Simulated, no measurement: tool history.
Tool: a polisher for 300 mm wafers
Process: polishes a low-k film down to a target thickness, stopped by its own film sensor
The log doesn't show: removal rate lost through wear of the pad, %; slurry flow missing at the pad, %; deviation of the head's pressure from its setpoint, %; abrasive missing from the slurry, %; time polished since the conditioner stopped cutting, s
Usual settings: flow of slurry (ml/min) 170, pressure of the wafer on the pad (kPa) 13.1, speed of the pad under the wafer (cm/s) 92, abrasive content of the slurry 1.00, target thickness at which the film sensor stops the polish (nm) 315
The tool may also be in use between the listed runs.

| run | hour | flow of slurry (ml/min) | pressure of the wafer on the pad (kPa) | speed of the pad under the wafer (cm/s) | abrasive content of the slurry | target thickness at which the film sensor stops the polish (nm) | wafers since the last listed run | wafers polished on this pad | hours since the slurry nozzle was cleaned | hours since the head pressure was calibrated | hours since the slurry blender was calibrated | hours since the conditioning disc was replaced | incoming thickness of the incoming film, nm | time until the film sensor stopped the polish (s) |
|---|---|---|---|---|---|---|---|---|---|---|---|---|---|---|
| 1 | 0.0 | 125 | 13.1 | 114 | 1.00 | 315 | 0 | 2089 | 594.1 | 131.5 | 202.3 | 400.9 | 336.4 | 54.9 |
| 2 | 29.7 | 125 | 13.1 | 114 | 1.00 | 315 | 424 | 2513 | 623.8 | 161.2 | 232.0 | 430.6 | 337.6 | 57.7 |
| 3 | 76.1 | 125 | 13.1 | 114 | 1.00 | 315 | 662 | 3176 | 670.2 | 207.6 | 278.4 | 477.0 | 335.7 | 53.5 |
| 4 | 101.5 | 170 | 13.1 | 92 | 1.00 | 315 | 362 | 3539 | 695.6 | 233.0 | 303.8 | 502.4 | 342.0 | 80.3 |
|  | 122.0 | conditioning disc replaced and pad reconditioned |
| 5 | 157.9 | 170 | 13.1 | 92 | 1.00 | 315 | 777 | 4316 | 752.0 | 289.4 | 360.2 | 35.9 | 336.1 | 61.3 |
| 6 | 198.8 | 170 | 13.1 | 92 | 1.00 | 315 | 584 | 4900 | 792.9 | 330.3 | 401.1 | 76.8 | 334.6 | 58.8 |
| 7 | 228.5 | 170 | 11.0 | 92 | 1.00 | 320 | 424 | 5324 | 822.6 | 360.0 | 430.8 | 106.5 | 339.2 | 68.3 |
|  | 250.6 | slurry nozzle cleaned |
| 8 | 292.7 | 195 | 13.1 | 106 | 1.00 | 312 | 902 | 6227 | 42.1 | 424.2 | 495.0 | 170.7 | 340.7 | 75.9 |
|  | 348.6 | head pressure recalibrated |
| 9 | 354.9 | 170 | 9.7 | 92 | 1.00 | 315 | 859 | 7087 | 104.3 | 6.3 | 557.2 | 232.9 | 344.9 | 122.4 |
|  | 379.6 | slurry blender recalibrated |
|  | 411.8 | worn pad replaced by a new one |
| 10 | 419.7 | 145 | 15.9 | 92 | 1.00 | 315 | 839 | 113 | 169.1 | 71.1 | 40.1 | 297.7 | 343.2 | 62.7 |
| 11 | 484.4 | 170 | 13.1 | 74 | 0.75 | 315 | 924 | 1037 | 233.8 | 135.8 | 104.8 | 362.4 | 342.2 | 105.1 |
| 12 | 547.6 | 170 | 11.7 | 124 | 1.00 | 315 | 902 | 1940 | 297.0 | 199.0 | 168.0 | 425.6 | 343.1 | 71.0 |
| 13 | 577.9 | 170 | 17.9 | 74 | 1.00 | 318 | 432 | 2373 | 327.3 | 229.3 | 198.3 | 455.9 | 339.2 | 52.3 |
| 14 | 626.4 | 170 | 13.1 | 92 | 1.00 | 309 | 692 | 3065 | 375.8 | 277.8 | 246.8 | 504.4 | 339.1 | 87.7 |
|  | 681.0 | conditioning disc replaced and pad reconditioned |
| 15 | 771.0 | 215 | 9.0 | 92 | 0.70 | 321 | 2037 | 5102 | 520.4 | 422.4 | 391.4 | 90.0 | 345.9 | 130.7 |
| 16 | 829.1 | 135 | 13.1 | 70 | 1.10 | 315 | 829 | 5932 | 578.5 | 480.5 | 449.5 | 148.1 | 337.8 | 85.6 |
|  | 833.6 | head pressure recalibrated |
| 17 | 892.7 | 170 | 13.1 | 92 | 1.00 | 315 | 879 | 6812 | 642.1 | 59.1 | 513.1 | 211.7 | 339.4 | 74.0 |
|  | 972.9 | slurry blender recalibrated |
|  | 998.9 | worn pad replaced by a new one |
|  | 1025.0 | slurry nozzle cleaned |
| 18 | 1072.6 | 170 | 13.1 | 92 | 1.00 | 311 | 2469 | 1038 | 47.6 | 239.0 | 99.7 | 391.6 | 335.5 | 68.0 |
|  | 1185.1 | conditioning disc replaced and pad reconditioned |
| 19 | 1195.5 | 170 | 13.1 | 92 | 1.00 | 315 | 1727 | 2765 | 170.5 | 361.9 | 222.6 | 10.4 | 342.1 | 77.1 |
|  | 1352.8 | head pressure recalibrated |
| 20 | 1387.8 | 170 | 13.1 | 92 | 1.00 | 315 | 2718 | 5484 | 362.8 | 35.0 | 414.9 | 202.7 | 335.8 | 61.6 |
| 21 | 1414.6 | 170 | 17.9 | 108 | 0.85 | 319 | 382 | 5867 | 389.6 | 61.8 | 441.7 | 229.5 | 334.9 | 33.6 |
| 22 | 1464.2 | 170 | 13.1 | 92 | 1.00 | 315 | 708 | 6575 | 439.2 | 111.4 | 491.3 | 279.1 | 340.9 | 77.7 |
|  | 1468.4 | worn pad replaced by a new one |
|  | 1471.4 | slurry blender recalibrated |
| 23 | 1527.4 | 195 | 17.2 | 120 | 1.00 | 315 | 817 | 814 | 502.4 | 174.6 | 56.0 | 342.3 | 333.5 | 31.4 |
| 24 | 1589.7 | 125 | 13.1 | 70 | 1.00 | 320 | 889 | 1704 | 564.7 | 236.9 | 118.3 | 404.6 | 333.9 | 51.4 |
| 25 | 1642.1 | 205 | 13.1 | 66 | 0.75 | 311 | 748 | 2453 | 617.1 | 289.3 | 170.7 | 457.0 | 337.7 | 117.6 |
| 26 | 1686.2 | 225 | 8.3 | 92 | 0.85 | 306 | 629 | 3083 | 661.2 | 333.4 | 214.8 | 501.1 | 341.0 | 169.4 |

Forecast each of these 3 alternatives for the next run:
| A | 1686.6 | 185 | 13.1 | 92 | 1.00 | 315 | 5 | 3089 | 661.6 | 333.8 | 215.2 | 501.5 | 340.7 | ? |
| B | 1686.6 | 115 | 13.1 | 92 | 1.30 | 315 | 5 | 3089 | 661.6 | 333.8 | 215.2 | 501.5 | 340.7 | ? |
| C | 1686.6 | 170 | 13.1 | 92 | 1.00 | 321 | 5 | 3089 | 661.6 | 333.8 | 215.2 | 501.5 | 340.7 | ? |

| run | time until the film sensor stopped the polish (s) |
|---|---|
| A | 74.3 |
| B | 72.2 |
| C | 57.7 |
Without the tool's hidden state the same runs would have given:
| run | time until the film sensor stopped the polish (s) |
|---|---|
| A | 65.9 |
| B | 64.1 |
| C | 51.2 |
